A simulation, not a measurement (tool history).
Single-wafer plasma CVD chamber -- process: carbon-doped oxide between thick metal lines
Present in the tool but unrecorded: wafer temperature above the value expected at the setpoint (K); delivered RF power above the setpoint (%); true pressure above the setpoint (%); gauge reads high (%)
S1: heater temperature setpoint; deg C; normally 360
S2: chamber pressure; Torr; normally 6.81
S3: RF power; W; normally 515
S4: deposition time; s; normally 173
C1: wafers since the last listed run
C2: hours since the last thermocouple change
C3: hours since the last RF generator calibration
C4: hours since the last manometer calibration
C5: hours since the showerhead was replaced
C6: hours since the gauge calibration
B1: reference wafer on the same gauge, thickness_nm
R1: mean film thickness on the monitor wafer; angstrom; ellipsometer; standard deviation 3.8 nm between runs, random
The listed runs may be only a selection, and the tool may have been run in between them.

{"run": 1, "day": 0.0, "S1": 360, "S2": 6.81, "S3": 515, "S4": 201, "C1": 0, "C2": 830.6, "C3": 515.5, "C4": 1242, "C5": 5439.8, "C6": 536.1, "B1": 1014.694, "R1": 10300.51}
{"run": 2, "day": 2.671, "S1": 360, "S2": 6.81, "S3": 515, "S4": 173, "C1": 457, "C2": 894.7, "C3": 579.6, "C4": 1306.1, "C5": 5503.9, "C6": 600.2, "B1": 1014.803, "R1": 8895.35}
{"run": 3, "day": 5.642, "S1": 367, "S2": 6.81, "S3": 515, "S4": 173, "C1": 509, "C2": 966, "C3": 650.9, "C4": 1377.4, "C5": 5575.2, "C6": 671.5, "B1": 1014.637, "R1": 8737.14}
{"run": 4, "day": 9.854, "S1": 360, "S2": 6.81, "S3": 560, "S4": 173, "C1": 721, "C2": 1067.1, "C3": 752, "C4": 1478.5, "C5": 5676.3, "C6": 772.6, "B1": 1014.78, "R1": 9496.79}
{"run": 5, "day": 11.454, "S1": 360, "S2": 6.81, "S3": 560, "S4": 173, "C1": 274, "C2": 1105.5, "C3": 790.4, "C4": 1516.9, "C5": 5714.7, "C6": 811, "B1": 1012.807, "R1": 9446.61}
{"run": 6, "day": 13.446, "S1": 360, "S2": 6.81, "S3": 560, "S4": 173, "C1": 341, "C2": 1153.3, "C3": 838.2, "C4": 1564.7, "C5": 5762.5, "C6": 858.8, "B1": 1014.182, "R1": 9460.21}
{"run": 7, "day": 15.858, "S1": 360, "S2": 6.81, "S3": 515, "S4": 173, "C1": 413, "C2": 1211.2, "C3": 896.1, "C4": 1622.6, "C5": 5820.4, "C6": 916.7, "B1": 1013.628, "R1": 8762.89}
{"run": 8, "day": 18.208, "S1": 360, "S2": 6.81, "S3": 515, "S4": 157, "C1": 402, "C2": 1267.6, "C3": 952.5, "C4": 1679, "C5": 5876.8, "C6": 973.1, "B1": 1015.422, "R1": 7996.7}
{"run": 9, "day": 21.629, "S1": 360, "S2": 6.81, "S3": 515, "S4": 157, "C1": 586, "C2": 1349.7, "C3": 1034.6, "C4": 1761.1, "C5": 5958.9, "C6": 1055.2, "B1": 1016.068, "R1": 7987.19}
{"day": 22.242, "done": "capacitance manometer re-zeroed and calibrated"}
{"run": 10, "day": 23.383, "S1": 360, "S2": 6.81, "S3": 515, "S4": 173, "C1": 243, "C2": 1391.8, "C3": 1076.7, "C4": 27.4, "C5": 6001, "C6": 1097.3, "B1": 1015.946, "R1": 8728.48}
{"day": 24.717, "done": "thermocouple changed; heater temperature recalibrated"}
{"run": 11, "day": 26.275, "S1": 360, "S2": 6.81, "S3": 515, "S4": 173, "C1": 438, "C2": 37.4, "C3": 1146.1, "C4": 96.8, "C5": 6070.4, "C6": 1166.7, "B1": 1014.567, "R1": 8734.56}
{"run": 12, "day": 29.617, "S1": 360, "S2": 5.81, "S3": 460, "S4": 173, "C1": 572, "C2": 117.6, "C3": 1226.3, "C4": 177, "C5": 6150.6, "C6": 1246.9, "B1": 1012.462, "R1": 7762.32}
{"day": 32.683, "done": "gauge calibrated"}
{"run": 13, "day": 33.667, "S1": 360, "S2": 6.81, "S3": 515, "S4": 149, "C1": 694, "C2": 214.8, "C3": 1323.5, "C4": 274.2, "C5": 6247.8, "C6": 23.6, "B1": 1014.127, "R1": 7529.06}
{"day": 36.275, "done": "RF generator calibrated"}
{"run": 14, "day": 36.467, "S1": 348, "S2": 6.17, "S3": 435, "S4": 204, "C1": 422, "C2": 282, "C3": 4.6, "C4": 341.4, "C5": 6315, "C6": 90.8, "B1": 1015.05, "R1": 9501.12}
{"run": 15, "day": 39.404, "S1": 360, "S2": 6.81, "S3": 515, "S4": 173, "C1": 503, "C2": 352.5, "C3": 75.1, "C4": 411.9, "C5": 6385.5, "C6": 161.3, "B1": 1015.816, "R1": 9152.24}
{"run": 16, "day": 42.779, "S1": 354, "S2": 5.99, "S3": 585, "S4": 183, "C1": 578, "C2": 433.5, "C3": 156.1, "C4": 492.9, "C5": 6466.5, "C6": 242.3, "B1": 1015.674, "R1": 10520.97}
{"run": 17, "day": 45.492, "S1": 348, "S2": 5.62, "S3": 515, "S4": 173, "C1": 464, "C2": 498.6, "C3": 221.2, "C4": 558, "C5": 6531.6, "C6": 307.4, "B1": 1015.317, "R1": 9100.05}
{"day": 46.346, "done": "showerhead replaced"}
{"run": 18, "day": 49.733, "S1": 360, "S2": 7.61, "S3": 515, "S4": 173, "C1": 669, "C2": 600.4, "C3": 323, "C4": 659.8, "C5": 81.3, "C6": 409.2, "B1": 1014.476, "R1": 9088.42}
{"run": 19, "day": 52.112, "S1": 360, "S2": 6.81, "S3": 515, "S4": 173, "C1": 407, "C2": 657.5, "C3": 380.1, "C4": 716.9, "C5": 138.4, "C6": 466.3, "B1": 1014.316, "R1": 8934.85}
{"run": 20, "day": 56.392, "S1": 360, "S2": 6.81, "S3": 515, "S4": 191, "C1": 733, "C2": 760.2, "C3": 482.8, "C4": 819.6, "C5": 241.1, "C6": 569, "B1": 1014.922, "R1": 9790.68}
{"run": 21, "day": 60.121, "S1": 360, "S2": 7.64, "S3": 515, "S4": 173, "C1": 639, "C2": 849.7, "C3": 572.3, "C4": 909.1, "C5": 330.6, "C6": 658.5, "B1": 1012.932, "R1": 8975.65}
{"run": 22, "day": 63.138, "S1": 366, "S2": 6.81, "S3": 555, "S4": 173, "C1": 516, "C2": 922.1, "C3": 644.7, "C4": 981.5, "C5": 403, "C6": 730.9, "B1": 1014.126, "R1": 9391.51}
{"run": 23, "day": 64.879, "S1": 369, "S2": 7.82, "S3": 485, "S4": 196, "C1": 298, "C2": 963.9, "C3": 686.5, "C4": 1023.3, "C5": 444.8, "C6": 772.7, "B1": 1014.675, "R1": 9507.04}
{"run": 24, "day": 69.171, "S1": 360, "S2": 6.81, "S3": 610, "S4": 195, "C1": 735, "C2": 1066.9, "C3": 789.5, "C4": 1126.3, "C5": 547.8, "C6": 875.7, "B1": 1015.95, "R1": 11372.02}
{"run": 25, "day": 72.6, "S1": 360, "S2": 6.81, "S3": 515, "S4": 197, "C1": 587, "C2": 1149.2, "C3": 871.8, "C4": 1208.6, "C5": 630.1, "C6": 958, "B1": 1015.46, "R1": 10069.69}

Predict each of these 5 candidate next runs independently; none follows another, all start after run 25:
{"run": "A", "day": 72.617, "S1": 360, "S2": 6.81, "S3": 515, "S4": 173, "C1": 2, "C2": 1149.6, "C3": 872.2, "C4": 1209, "C5": 630.5, "C6": 958.4, "B1": "?", "R1": "?"}
{"run": "B", "day": 72.617, "S1": 360, "S2": 6.81, "S3": 615, "S4": 173, "C1": 2, "C2": 1149.6, "C3": 872.2, "C4": 1209, "C5": 630.5, "C6": 958.4, "B1": "?", "R1": "?"}
{"run": "C", "day": 72.617, "S1": 346, "S2": 5.73, "S3": 575, "S4": 173, "C1": 2, "C2": 1149.6, "C3": 872.2, "C4": 1209, "C5": 630.5, "C6": 958.4, "B1": "?", "R1": "?"}
{"run": "D", "day": 72.617, "S1": 360, "S2": 5.87, "S3": 560, "S4": 173, "C1": 2, "C2": 1149.6, "C3": 872.2, "C4": 1209, "C5": 630.5, "C6": 958.4, "B1": "?", "R1": "?"}
{"run": "E", "day": 72.617, "S1": 360, "S2": 6.81, "S3": 415, "S4": 173, "C1": 2, "C2": 1149.6, "C3": 872.2, "C4": 1209, "C5": 630.5, "C6": 958.4, "B1": "?", "R1": "?"}

run=A B1=1015.928 R1=8824.78
run=B B1=1015.928 R1=10106.13
run=C B1=1015.928 R1=9697.64
run=D B1=1015.928 R1=9240
run=E B1=1015.928 R1=7183.77
The same runs, with their run-to-run variation unchanged, on a tool lacking any hidden condition would have given:
run=A R1=9279.7
run=B R1=10603.48
run=C R1=10176.4
run=D R1=9702.25
run=E R1=7636.65
